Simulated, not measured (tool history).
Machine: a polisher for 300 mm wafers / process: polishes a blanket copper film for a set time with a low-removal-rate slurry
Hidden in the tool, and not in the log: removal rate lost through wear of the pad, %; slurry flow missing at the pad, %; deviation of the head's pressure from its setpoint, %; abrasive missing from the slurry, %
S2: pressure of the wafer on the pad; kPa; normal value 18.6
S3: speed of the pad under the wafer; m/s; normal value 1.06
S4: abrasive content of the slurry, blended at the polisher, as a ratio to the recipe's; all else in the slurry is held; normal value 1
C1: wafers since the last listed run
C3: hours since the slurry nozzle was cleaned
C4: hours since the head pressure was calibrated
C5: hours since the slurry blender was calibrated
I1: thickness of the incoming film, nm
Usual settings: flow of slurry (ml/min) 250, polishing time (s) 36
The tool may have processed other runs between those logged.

{"run": 1, "hour": 0.0, "flow of slurry (ml/min)": 250, "S2": 18.6, "S3": 1.06, "S4": 1, "polishing time (s)": 36, "C1": 0, "wafers polished on this pad": 249, "C3": 68, "C4": 557.8, "C5": 42.7, "I1": 1452.4, "film removed (angstrom)": 906}
{"run": 2, "hour": 120.9, "flow of slurry (ml/min)": 250, "S2": 18.6, "S3": 1.06, "S4": 1, "polishing time (s)": 36, "C1": 1876, "wafers polished on this pad": 2125, "C3": 188.9, "C4": 678.7, "C5": 163.6, "I1": 1428.9, "film removed (angstrom)": 802}
{"hour": 138.5, "done": "worn pad replaced by a new one"}
{"run": 3, "hour": 191.7, "flow of slurry (ml/min)": 250, "S2": 18.6, "S3": 1.06, "S4": 1, "polishing time (s)": 36, "C1": 1036, "wafers polished on this pad": 826, "C3": 259.7, "C4": 749.5, "C5": 234.4, "I1": 1448.6, "film removed (angstrom)": 862}
{"run": 4, "hour": 258.5, "flow of slurry (ml/min)": 250, "S2": 18.6, "S3": 1.06, "S4": 1, "polishing time (s)": 36, "C1": 1036, "wafers polished on this pad": 1862, "C3": 326.5, "C4": 816.3, "C5": 301.2, "I1": 1440.6, "film removed (angstrom)": 837}
{"hour": 265.2, "done": "slurry blender recalibrated"}
{"hour": 281.3, "done": "worn pad replaced by a new one"}
{"run": 5, "hour": 301.0, "flow of slurry (ml/min)": 250, "S2": 18.6, "S3": 1.06, "S4": 1, "polishing time (s)": 36, "C1": 566, "wafers polished on this pad": 305, "C3": 369, "C4": 858.8, "C5": 35.8, "I1": 1440.4, "film removed (angstrom)": 880}
{"run": 6, "hour": 342.3, "flow of slurry (ml/min)": 250, "S2": 18.6, "S3": 1.06, "S4": 1, "polishing time (s)": 36, "C1": 640, "wafers polished on this pad": 945, "C3": 410.3, "C4": 900.1, "C5": 77.1, "I1": 1454.3, "film removed (angstrom)": 875}
{"run": 7, "hour": 382.2, "flow of slurry (ml/min)": 250, "S2": 18.6, "S3": 1.06, "S4": 0.8, "polishing time (s)": 36, "C1": 619, "wafers polished on this pad": 1565, "C3": 450.2, "C4": 940, "C5": 117, "I1": 1458.2, "film removed (angstrom)": 820}
{"hour": 402.2, "done": "slurry nozzle cleaned"}
{"hour": 416.6, "done": "worn pad replaced by a new one, of another model than before"}
{"run": 8, "hour": 419.0, "flow of slurry (ml/min)": 250, "S2": 20, "S3": 0.78, "S4": 0.85, "polishing time (s)": 36, "C1": 493, "wafers polished on this pad": 36, "C3": 16.8, "C4": 976.8, "C5": 153.8, "I1": 1474.5, "film removed (angstrom)": 803}
{"hour": 431.0, "done": "head pressure recalibrated"}
{"run": 9, "hour": 478.6, "flow of slurry (ml/min)": 250, "S2": 18.6, "S3": 1.06, "S4": 1, "polishing time (s)": 36, "C1": 893, "wafers polished on this pad": 930, "C3": 76.4, "C4": 47.6, "C5": 213.4, "I1": 1453.9, "film removed (angstrom)": 874}
{"run": 10, "hour": 532.3, "flow of slurry (ml/min)": 250, "S2": 16.5, "S3": 1.06, "S4": 1, "polishing time (s)": 36, "C1": 833, "wafers polished on this pad": 1763, "C3": 130.1, "C4": 101.3, "C5": 267.1, "I1": 1469.7, "film removed (angstrom)": 763}
{"hour": 554.5, "done": "slurry blender recalibrated"}
{"hour": 559.8, "done": "worn pad replaced by a new one"}
{"run": 11, "hour": 565.6, "flow of slurry (ml/min)": 250, "S2": 18.6, "S3": 1.06, "S4": 1, "polishing time (s)": 36, "C1": 423, "wafers polished on this pad": 90, "C3": 163.4, "C4": 134.6, "C5": 11.1, "I1": 1446.2, "film removed (angstrom)": 937}
{"run": 12, "hour": 608.9, "flow of slurry (ml/min)": 185, "S2": 18.6, "S3": 0.96, "S4": 1, "polishing time (s)": 36, "C1": 671, "wafers polished on this pad": 762, "C3": 206.7, "C4": 177.9, "C5": 54.4, "I1": 1430.5, "film removed (angstrom)": 814}
{"run": 13, "hour": 661.6, "flow of slurry (ml/min)": 170, "S2": 18.6, "S3": 0.84, "S4": 1, "polishing time (s)": 40, "C1": 817, "wafers polished on this pad": 1580, "C3": 259.4, "C4": 230.6, "C5": 107.1, "I1": 1441.9, "film removed (angstrom)": 801}
{"hour": 721.0, "done": "worn pad replaced by a new one"}
{"run": 14, "hour": 721.5, "flow of slurry (ml/min)": 205, "S2": 18.6, "S3": 1.06, "S4": 1, "polishing time (s)": 36, "C1": 867, "wafers polished on this pad": 7, "C3": 319.3, "C4": 290.5, "C5": 167, "I1": 1443.4, "film removed (angstrom)": 927}

Forecast each of these 4 alternatives for the next run:
{"run": "A", "hour": 721.9, "flow of slurry (ml/min)": 250, "S2": 18.6, "S3": 1.06, "S4": 1, "polishing time (s)": 36, "C1": 6, "wafers polished on this pad": 13, "C3": 319.7, "C4": 290.9, "C5": 167.4, "I1": 1443.9, "film removed (angstrom)": "?"}
{"run": "B", "hour": 721.9, "flow of slurry (ml/min)": 170, "S2": 18.6, "S3": 1.06, "S4": 1, "polishing time (s)": 47, "C1": 6, "wafers polished on this pad": 13, "C3": 319.7, "C4": 290.9, "C5": 167.4, "I1": 1443.9, "film removed (angstrom)": "?"}
{"run": "C", "hour": 721.9, "flow of slurry (ml/min)": 250, "S2": 18.6, "S3": 1.06, "S4": 0.85, "polishing time (s)": 36, "C1": 6, "wafers polished on this pad": 13, "C3": 319.7, "C4": 290.9, "C5": 167.4, "I1": 1443.9, "film removed (angstrom)": "?"}
{"run": "D", "hour": 721.9, "flow of slurry (ml/min)": 330, "S2": 18.6, "S3": 1.06, "S4": 1, "polishing time (s)": 36, "C1": 6, "wafers polished on this pad": 13, "C3": 319.7, "C4": 290.9, "C5": 167.4, "I1": 1443.9, "film removed (angstrom)": "?"}

run=A film_removed_(angstrom)=929
run=B film_removed_(angstrom)=1167
run=C film_removed_(angstrom)=905
run=D film_removed_(angstrom)=951
Without the tool's hidden state the same runs would have given:
run=A film_removed_(angstrom)=935
run=B film_removed_(angstrom)=1174
run=C film_removed_(angstrom)=910
run=D film_removed_(angstrom)=956
